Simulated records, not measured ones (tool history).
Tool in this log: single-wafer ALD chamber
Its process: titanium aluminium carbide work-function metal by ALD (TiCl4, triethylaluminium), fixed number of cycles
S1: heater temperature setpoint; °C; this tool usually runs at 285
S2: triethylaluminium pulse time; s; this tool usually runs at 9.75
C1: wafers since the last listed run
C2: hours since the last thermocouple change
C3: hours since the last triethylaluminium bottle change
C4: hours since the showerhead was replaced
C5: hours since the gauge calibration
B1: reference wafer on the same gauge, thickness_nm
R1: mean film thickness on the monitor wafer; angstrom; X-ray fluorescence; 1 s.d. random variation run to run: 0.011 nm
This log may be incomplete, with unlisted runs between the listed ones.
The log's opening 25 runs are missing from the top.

run 26 hour=1638.4 | S1=300 S2=8.68 | C1=602 C2=642 C3=996.1 C4=675.5 C5=562.2 | B1=1.805 | R1=20.27
run 27 hour=1677.3 | S1=278 S2=11.67 | C1=520 C2=680.9 C3=1035 C4=714.4 C5=601.1 | B1=1.803 | R1=18.78
run 28 hour=1747.4 | S1=274 S2=9.75 | C1=937 C2=751 C3=1105.1 C4=784.5 C5=671.2 | B1=1.806 | R1=18.15
run 29 hour=1782.5 | S1=271 S2=13.25 | C1=469 C2=786.1 C3=1140.2 C4=819.6 C5=706.3 | B1=1.807 | R1=18.12
run 30 hour=1806.6 | S1=278 S2=9.75 | C1=322 C2=810.2 C3=1164.3 C4=843.7 C5=730.4 | B1=1.81 | R1=18.65
run 31 hour=1839.9 | S1=300 S2=8.68 | C1=445 C2=843.5 C3=1197.6 C4=877 C5=763.7 | B1=1.81 | R1=20.4
run 32 hour=1889.7 | S1=285 S2=13.55 | C1=666 C2=893.3 C3=1247.4 C4=926.8 C5=813.5 | B1=1.813 | R1=19.38
run 33 hour=1914.8 | S1=285 S2=11.63 | C1=335 C2=918.4 C3=1272.5 C4=951.9 C5=838.6 | B1=1.813 | R1=19.59

Predict each of these 4 candidate next runs independently; none follows another, all start after run 33:
run A hour=1915.2 | S1=285 S2=9.75 | C1=5 C2=918.8 C3=1272.9 C4=952.3 C5=839 | B1=? | R1=?
run B hour=1915.2 | S1=275 S2=7.03 | C1=5 C2=918.8 C3=1272.9 C4=952.3 C5=839 | B1=? | R1=?
run C hour=1915.2 | S1=285 S2=7.54 | C1=5 C2=918.8 C3=1272.9 C4=952.3 C5=839 | B1=? | R1=?
run D hour=1915.2 | S1=276 S2=9.75 | C1=5 C2=918.8 C3=1272.9 C4=952.3 C5=839 | B1=? | R1=?

run=A B1=1.809 R1=19.15
run=B B1=1.809 R1=17.83
run=C B1=1.809 R1=18.8
run=D B1=1.809 R1=18.36
What these runs would have given with no unlogged condition in the tool:
run=A R1=19.03
run=B R1=17.72
run=C R1=18.68
run=D R1=18.24
